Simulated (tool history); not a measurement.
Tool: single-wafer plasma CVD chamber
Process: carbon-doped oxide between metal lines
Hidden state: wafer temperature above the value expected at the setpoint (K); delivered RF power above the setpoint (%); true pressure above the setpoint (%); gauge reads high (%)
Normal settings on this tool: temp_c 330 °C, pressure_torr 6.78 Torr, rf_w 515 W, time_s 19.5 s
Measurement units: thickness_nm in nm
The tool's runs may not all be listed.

run	hour	temp_c	pressure_torr	rf_w	time_s	wafers since the last listed run	hours since the last thermocouple change	hours since the last RF generator calibration	hours since the last manometer calibration	hours since the showerhead was replaced	hours since the gauge calibration	read-back reference wafer on the same gauge, thickness_nm	thickness_nm
1	0.0	330	6.78	515	19.5	0	1684.6	142.2	1588.0	2850.8	1100.9	125.956	104.996
2	64.8	330	6.78	515	19.5	1537	1749.4	207.0	1652.8	2915.6	1165.7	125.902	105.965
3	108.6	330	6.78	515	19.5	1039	1793.2	250.8	1696.6	2959.4	1209.5	125.819	105.944
4	173.5	337	6.78	515	19.5	1539	1858.1	315.7	1761.5	3024.3	1274.4	125.769	102.937
5	224.2	337	6.78	515	19.5	1202	1908.8	366.4	1812.2	3075.0	1325.1	125.980	102.558
# hour 262.1: showerhead replaced, of another model than before
6	263.3	330	6.78	515	21.3	737	1947.9	405.5	1851.3	1.2	1364.2	125.793	114.941
7	303.2	330	6.78	515	21.3	946	1987.8	445.4	1891.2	41.1	1404.1	126.133	114.584
8	374.9	330	5.85	515	19.5	1701	2059.5	517.1	1962.9	112.8	1475.8	125.965	104.542
# hour 390.3: gauge calibrated
# hour 402.4: capacitance manometer re-zeroed and calibrated
9	434.5	330	6.78	515	19.5	1224	2119.1	576.7	32.1	172.4	44.2	126.066	105.268
# hour 461.5: thermocouple changed; heater temperature recalibrated
10	470.9	330	6.78	515	19.5	673	9.4	613.1	68.5	208.8	80.6	125.958	106.990
11	502.4	335	7.44	600	19.5	747	40.9	644.6	100.0	240.3	112.1	126.012	114.217
12	568.1	330	6.78	515	19.5	1558	106.6	710.3	165.7	306.0	177.8	125.822	106.936
13	601.0	342	5.73	570	21.6	780	139.5	743.2	198.6	338.9	210.7	125.988	118.273
14	641.0	330	6.78	555	19.5	948	179.5	783.2	238.6	378.9	250.7	125.786	110.571
15	684.5	330	6.78	515	19.5	1032	223.0	826.7	282.1	422.4	294.2	125.898	107.705
16	822.6	316	7.39	515	16.0	3276	361.1	964.8	420.2	560.5	432.3	126.068	93.788
# hour 931.8: RF generator calibrated
17	974.9	345	5.27	515	19.5	3423	513.4	43.1	572.5	712.8	584.6	126.000	99.852
18	1036.2	336	6.78	515	19.5	1454	574.7	104.4	633.8	774.1	645.9	125.855	103.726
19	1064.3	330	6.78	515	19.5	666	602.8	132.5	661.9	802.2	674.0	126.034	106.305
20	1109.8	330	6.78	515	21.3	1079	648.3	178.0	707.4	847.7	719.5	125.922	116.222
21	1142.0	330	6.07	425	19.5	763	680.5	210.2	739.6	879.9	751.7	125.970	95.080
22	1198.8	330	6.78	515	16.8	1347	737.3	267.0	796.4	936.7	808.5	125.990	92.112
23	1268.8	330	6.78	515	19.5	1660	807.3	337.0	866.4	1006.7	878.5	125.909	106.099
24	1328.0	330	5.18	515	19.5	1404	866.5	396.2	925.6	1065.9	937.7	126.099	104.916
25	1377.1	324	8.39	515	19.5	1164	915.6	445.3	974.7	1115.0	986.8	126.133	109.385
26	1428.5	330	6.78	560	21.2	1219	967.0	496.7	1026.1	1166.4	1038.2	126.025	121.470
27	1478.6	330	6.78	515	19.5	1188	1017.1	546.8	1076.2	1216.5	1088.3	126.145	106.499

State the hidden condition of the tool at each of the runs:
delivered RF power above the setpoint (%): 0 across all the runs
true pressure above the setpoint (%): 0 across all the runs
gauge reads high (%): 0 across all the runs
H1: wafer temperature above the value expected at the setpoint (K)
run	H1
1	3.12
2	3.28
3	3.38
4	3.54
5	3.66
6	3.75
7	3.85
8	4.02
9	4.16
10	-0.688
11	-0.613
12	-0.456
13	-0.378
14	-0.283
15	-0.179
16	0.15
17	0.512
18	0.658
19	0.725
20	0.834
21	0.91
22	1.05
23	1.21
24	1.35
25	1.47
26	1.59
27	1.71
